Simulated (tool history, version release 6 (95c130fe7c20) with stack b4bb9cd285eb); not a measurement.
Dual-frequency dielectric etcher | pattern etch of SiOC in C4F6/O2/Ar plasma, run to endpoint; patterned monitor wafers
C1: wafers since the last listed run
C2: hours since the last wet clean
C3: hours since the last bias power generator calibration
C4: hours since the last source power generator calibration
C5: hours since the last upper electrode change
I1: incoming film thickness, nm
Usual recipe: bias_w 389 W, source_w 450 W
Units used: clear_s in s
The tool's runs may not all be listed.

run 1 day=0.000 | bias_w=389 source_w=450 | C1=0 C2=242.5 C3=3271.0 C4=992.0 C5=3448.1 | I1=43.40 | clear_s=13.5
run 2 day=2.962 | bias_w=389 source_w=450 | C1=964 C2=313.6 C3=3342.1 C4=1063.1 C5=3519.2 | I1=43.03 | clear_s=13.4
run 3 day=4.500 | bias_w=389 source_w=450 | C1=500 C2=350.5 C3=3379.0 C4=1100.0 C5=3556.1 | I1=43.22 | clear_s=13.3
run 4 day=6.629 | bias_w=389 source_w=450 | C1=693 C2=401.6 C3=3430.1 C4=1151.1 C5=3607.2 | I1=43.18 | clear_s=13.2
run 5 day=7.712 | bias_w=389 source_w=450 | C1=352 C2=427.6 C3=3456.1 C4=1177.1 C5=3633.2 | I1=43.03 | clear_s=13.3
run 6 day=9.088 | bias_w=389 source_w=450 | C1=447 C2=460.6 C3=3489.1 C4=1210.1 C5=3666.2 | I1=43.50 | clear_s=13.3
-- day=10.350 bias power generator calibrated
run 7 day=10.821 | bias_w=389 source_w=450 | C1=510 C2=502.2 C3=11.3 C4=1251.7 C5=3707.8 | I1=43.39 | clear_s=13.2
-- day=12.004 upper electrode replaced
run 8 day=12.067 | bias_w=389 source_w=450 | C1=80 C2=532.1 C3=41.2 C4=1281.6 C5=1.5 | I1=43.02 | clear_s=13.3
-- day=14.504 wet clean of the chamber
run 9 day=14.525 | bias_w=389 source_w=450 | C1=475 C2=0.5 C3=100.2 C4=1340.6 C5=60.5 | I1=42.83 | clear_s=13.5
run 10 day=14.979 | bias_w=320 source_w=350 | C1=147 C2=11.4 C3=111.1 C4=1351.5 C5=71.4 | I1=43.17 | clear_s=15.3
run 11 day=16.654 | bias_w=351 source_w=520 | C1=545 C2=51.6 C3=151.3 C4=1391.7 C5=111.6 | I1=43.31 | clear_s=13.5
-- day=16.925 source power generator calibrated
run 12 day=19.258 | bias_w=320 source_w=510 | C1=793 C2=114.1 C3=213.8 C4=56.0 C5=174.1 | I1=43.45 | clear_s=13.9
run 13 day=22.271 | bias_w=389 source_w=390 | C1=981 C2=186.4 C3=286.1 C4=128.3 C5=246.4 | I1=43.10 | clear_s=13.9
run 14 day=23.975 | bias_w=389 source_w=450 | C1=555 C2=227.3 C3=327.0 C4=169.2 C5=287.3 | I1=43.46 | clear_s=13.6
run 15 day=25.288 | bias_w=389 source_w=450 | C1=427 C2=258.8 C3=358.5 C4=200.7 C5=318.8 | I1=43.97 | clear_s=13.6
run 16 day=28.088 | bias_w=341 source_w=350 | C1=912 C2=326.0 C3=425.7 C4=267.9 C5=386.0 | I1=43.59 | clear_s=15.0
run 17 day=29.496 | bias_w=389 source_w=450 | C1=458 C2=359.8 C3=459.5 C4=301.7 C5=419.8 | I1=43.43 | clear_s=13.5
run 18 day=31.350 | bias_w=389 source_w=540 | C1=603 C2=404.3 C3=504.0 C4=346.2 C5=464.3 | I1=43.55 | clear_s=12.9

Predict each of these 3 candidate next runs independently; none follows another, all start after run 18:
run A day=31.367 | bias_w=389 source_w=350 | C1=5 C2=404.7 C3=504.4 C4=346.6 C5=464.7 | I1=43.03 | clear_s=?
run B day=31.367 | bias_w=475 source_w=390 | C1=5 C2=404.7 C3=504.4 C4=346.6 C5=464.7 | I1=43.03 | clear_s=?
run C day=31.367 | bias_w=329 source_w=550 | C1=5 C2=404.7 C3=504.4 C4=346.6 C5=464.7 | I1=43.03 | clear_s=?

run=A clear_s=14.3
run=B clear_s=13.2
run=C clear_s=13.1
What these runs would have given with no unlogged condition in the tool:
run=A clear_s=14.5
run=B clear_s=13.4
run=C clear_s=13.2

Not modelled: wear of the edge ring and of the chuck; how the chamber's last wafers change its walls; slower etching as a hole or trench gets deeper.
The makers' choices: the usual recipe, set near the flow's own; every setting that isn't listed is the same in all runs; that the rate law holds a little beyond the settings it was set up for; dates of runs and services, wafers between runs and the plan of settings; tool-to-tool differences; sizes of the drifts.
